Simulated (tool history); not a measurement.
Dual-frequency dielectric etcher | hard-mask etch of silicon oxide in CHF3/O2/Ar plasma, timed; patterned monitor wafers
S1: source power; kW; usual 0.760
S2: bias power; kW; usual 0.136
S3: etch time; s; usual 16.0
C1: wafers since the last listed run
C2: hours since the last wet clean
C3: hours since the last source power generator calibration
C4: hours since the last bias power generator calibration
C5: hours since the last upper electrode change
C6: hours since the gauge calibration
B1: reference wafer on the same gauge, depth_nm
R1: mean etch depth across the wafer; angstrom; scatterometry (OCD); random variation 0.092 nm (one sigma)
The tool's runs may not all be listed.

| run | hour | S1 | S2 | S3 | C1 | C2 | C3 | C4 | C5 | C6 | B1 | R1 |
|---|---|---|---|---|---|---|---|---|---|---|---|---|
| 1 | 0.0 | 0.670 | 0.136 | 17.5 | 0 | 453.5 | 1441.1 | 1867.7 | 3988.4 | 532.7 | 33.50 | 350.6 |
| 2 | 73.5 | 0.670 | 0.136 | 17.5 | 1617 | 527.0 | 1514.6 | 1941.2 | 4061.9 | 606.2 | 33.47 | 350.0 |
|  | 150.0 | wet clean of the chamber |
| 3 | 170.8 | 0.670 | 0.136 | 17.5 | 1612 | 20.8 | 1611.9 | 2038.5 | 4159.2 | 703.5 | 33.57 | 351.4 |
| 4 | 240.3 | 0.760 | 0.136 | 16.0 | 1529 | 90.3 | 1681.4 | 2108.0 | 4228.7 | 773.0 | 33.51 | 334.4 |
| 5 | 345.5 | 0.760 | 0.136 | 16.0 | 2314 | 195.5 | 1786.6 | 2213.2 | 4333.9 | 878.2 | 33.47 | 334.6 |
| 6 | 436.9 | 0.760 | 0.136 | 16.0 | 2011 | 286.9 | 1878.0 | 2304.6 | 4425.3 | 969.6 | 33.47 | 336.3 |
| 7 | 476.1 | 0.760 | 0.136 | 16.0 | 862 | 326.1 | 1917.2 | 2343.8 | 4464.5 | 1008.8 | 33.49 | 335.6 |
| 8 | 538.6 | 0.760 | 0.136 | 16.0 | 1375 | 388.6 | 1979.7 | 2406.3 | 4527.0 | 1071.3 | 33.57 | 334.7 |
|  | 621.2 | wet clean of the chamber |
| 9 | 638.4 | 0.760 | 0.123 | 12.5 | 1667 | 17.2 | 2079.5 | 2506.1 | 4626.8 | 1171.1 | 33.53 | 253.7 |
| 10 | 708.5 | 0.760 | 0.123 | 12.5 | 1542 | 87.3 | 2149.6 | 2576.2 | 4696.9 | 1241.2 | 33.50 | 254.4 |
| 11 | 765.8 | 0.760 | 0.136 | 19.0 | 1260 | 144.6 | 2206.9 | 2633.5 | 4754.2 | 1298.5 | 33.49 | 401.0 |
| 12 | 830.5 | 0.760 | 0.136 | 19.0 | 1423 | 209.3 | 2271.6 | 2698.2 | 4818.9 | 1363.2 | 33.52 | 395.5 |
| 13 | 915.7 | 0.760 | 0.167 | 20.0 | 1874 | 294.5 | 2356.8 | 2783.4 | 4904.1 | 1448.4 | 33.51 | 445.5 |
| 14 | 1008.9 | 0.930 | 0.155 | 14.5 | 2050 | 387.7 | 2450.0 | 2876.6 | 4997.3 | 1541.6 | 33.51 | 341.4 |
|  | 1045.8 | source power generator calibrated |
| 15 | 1097.1 | 0.590 | 0.159 | 18.5 | 1852 | 475.9 | 51.3 | 2964.8 | 5085.5 | 1629.8 | 33.52 | 373.3 |
|  | 1208.9 | wet clean of the chamber |
| 16 | 1310.0 | 0.760 | 0.136 | 16.0 | 4156 | 101.1 | 264.2 | 3177.7 | 5298.4 | 1842.7 | 33.55 | 335.1 |
|  | 1341.1 | bias power generator calibrated |
| 17 | 1414.7 | 0.760 | 0.136 | 16.0 | 2215 | 205.8 | 368.9 | 73.6 | 5403.1 | 1947.4 | 33.50 | 331.1 |
|  | 1449.7 | upper electrode replaced |
| 18 | 1509.1 | 0.760 | 0.161 | 12.0 | 1549 | 300.2 | 463.3 | 168.0 | 59.4 | 2041.8 | 33.54 | 262.9 |
|  | 1542.7 | gauge calibrated |
| 19 | 1565.6 | 0.650 | 0.122 | 16.0 | 1243 | 356.7 | 519.8 | 224.5 | 115.9 | 22.9 | 33.46 | 305.4 |
| 20 | 1606.9 | 0.850 | 0.136 | 12.0 | 908 | 398.0 | 561.1 | 265.8 | 157.2 | 64.2 | 33.49 | 259.5 |
| 21 | 1671.6 | 0.930 | 0.170 | 19.0 | 1423 | 462.7 | 625.8 | 330.5 | 221.9 | 128.9 | 33.54 | 457.4 |
| 22 | 1716.8 | 0.710 | 0.136 | 16.0 | 994 | 507.9 | 671.0 | 375.7 | 267.1 | 174.1 | 33.50 | 325.5 |
|  | 1796.5 | wet clean of the chamber |
| 23 | 1797.0 | 0.590 | 0.159 | 18.5 | 1236 | 0.5 | 751.2 | 455.9 | 347.3 | 254.3 | 33.51 | 371.3 |
| 24 | 1841.9 | 0.930 | 0.106 | 12.0 | 988 | 45.4 | 796.1 | 500.8 | 392.2 | 299.2 | 33.51 | 249.7 |
| 25 | 1943.3 | 0.760 | 0.136 | 16.0 | 2231 | 146.8 | 897.5 | 602.2 | 493.6 | 400.6 | 33.49 | 332.3 |

Forecast each of these 3 alternatives for the next run:
| A | 1943.7 | 0.670 | 0.136 | 16.0 | 8 | 147.2 | 897.9 | 602.6 | 494.0 | 401.0 | ? | ? |
| B | 1943.7 | 0.760 | 0.136 | 14.5 | 8 | 147.2 | 897.9 | 602.6 | 494.0 | 401.0 | ? | ? |
| C | 1943.7 | 0.680 | 0.114 | 16.0 | 8 | 147.2 | 897.9 | 602.6 | 494.0 | 401.0 | ? | ? |

| run | B1 | R1 |
|---|---|---|
| A | 33.52 | 318.9 |
| B | 33.52 | 302.1 |
| C | 33.52 | 303.6 |
Without the tool's hidden state the same runs would have given:
| run | R1 |
|---|---|
| A | 316.1 |
| B | 299.5 |
| C | 301.1 |

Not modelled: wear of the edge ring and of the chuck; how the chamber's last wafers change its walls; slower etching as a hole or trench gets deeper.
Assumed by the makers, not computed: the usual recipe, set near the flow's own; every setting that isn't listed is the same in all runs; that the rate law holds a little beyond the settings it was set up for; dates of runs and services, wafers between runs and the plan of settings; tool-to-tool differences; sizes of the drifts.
